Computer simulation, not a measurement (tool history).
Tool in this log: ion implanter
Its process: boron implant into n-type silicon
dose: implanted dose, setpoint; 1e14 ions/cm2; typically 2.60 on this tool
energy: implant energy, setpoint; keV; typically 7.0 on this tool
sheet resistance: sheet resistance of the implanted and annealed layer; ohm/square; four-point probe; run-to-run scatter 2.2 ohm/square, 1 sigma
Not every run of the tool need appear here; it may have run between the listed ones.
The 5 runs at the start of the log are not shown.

run	day	dose	energy	read-back reference wafer on the same gauge, sheet resistance	sheet resistance
6	15.367	2.60	7.0	469.29	457.53
7	18.454	2.60	7.0	470.37	460.91
8	20.321	3.11	8.0	470.14	390.26
9	23.142	3.11	8.0	468.99	392.13
10	27.392	2.60	8.5	470.80	456.72
# day 27.942: Faraday cup replaced and dose calibrated
11	29.446	2.60	8.5	469.52	441.28
12	31.279	2.60	8.5	469.12	445.96
13	34.425	2.23	7.0	470.41	512.37
14	36.921	2.23	7.0	470.94	517.94
15	40.838	2.60	6.5	469.22	456.99
16	44.850	2.60	7.0	471.16	452.20
# day 45.892: gauge calibrated
17	48.750	2.16	4.5	469.53	553.38
18	50.854	2.60	7.0	471.15	458.09
19	52.842	2.60	7.0	469.52	458.23
20	54.858	2.87	8.5	470.18	409.26
21	57.583	1.91	4.5	470.53	616.95
22	59.658	2.26	7.0	469.40	515.69
23	62.021	2.08	7.0	469.24	548.83
# day 63.333: extraction supply calibrated
24	65.683	3.32	5.5	470.22	385.95
25	68.104	2.89	8.0	468.78	417.78
26	70.321	3.10	5.0	470.46	411.96
27	73.171	2.60	7.0	469.57	465.39
28	75.367	2.60	9.0	469.65	451.08
29	79.025	2.60	7.0	468.96	466.37
30	81.350	2.60	7.0	469.30	470.41

Here are 5 independent what-if runs from the current tool condition. What would each one return?
A	81.367	2.60	7.0	?	?
B	81.367	3.17	9.0	?	?
C	81.367	2.35	9.0	?	?
D	81.367	2.81	6.0	?	?
E	81.367	2.12	7.0	?	?

run	read-back reference wafer on the same gauge, sheet resistance	sheet resistance
A	468.99	465.14
B	468.99	382.03
C	468.99	490.29
D	468.99	443.35
E	468.99	549.21
Stripped of hidden state, with their random variation kept, the same runs would have yielded:
run	sheet resistance
A	449.44
B	368.65
C	474.07
D	428.25
E	531.26
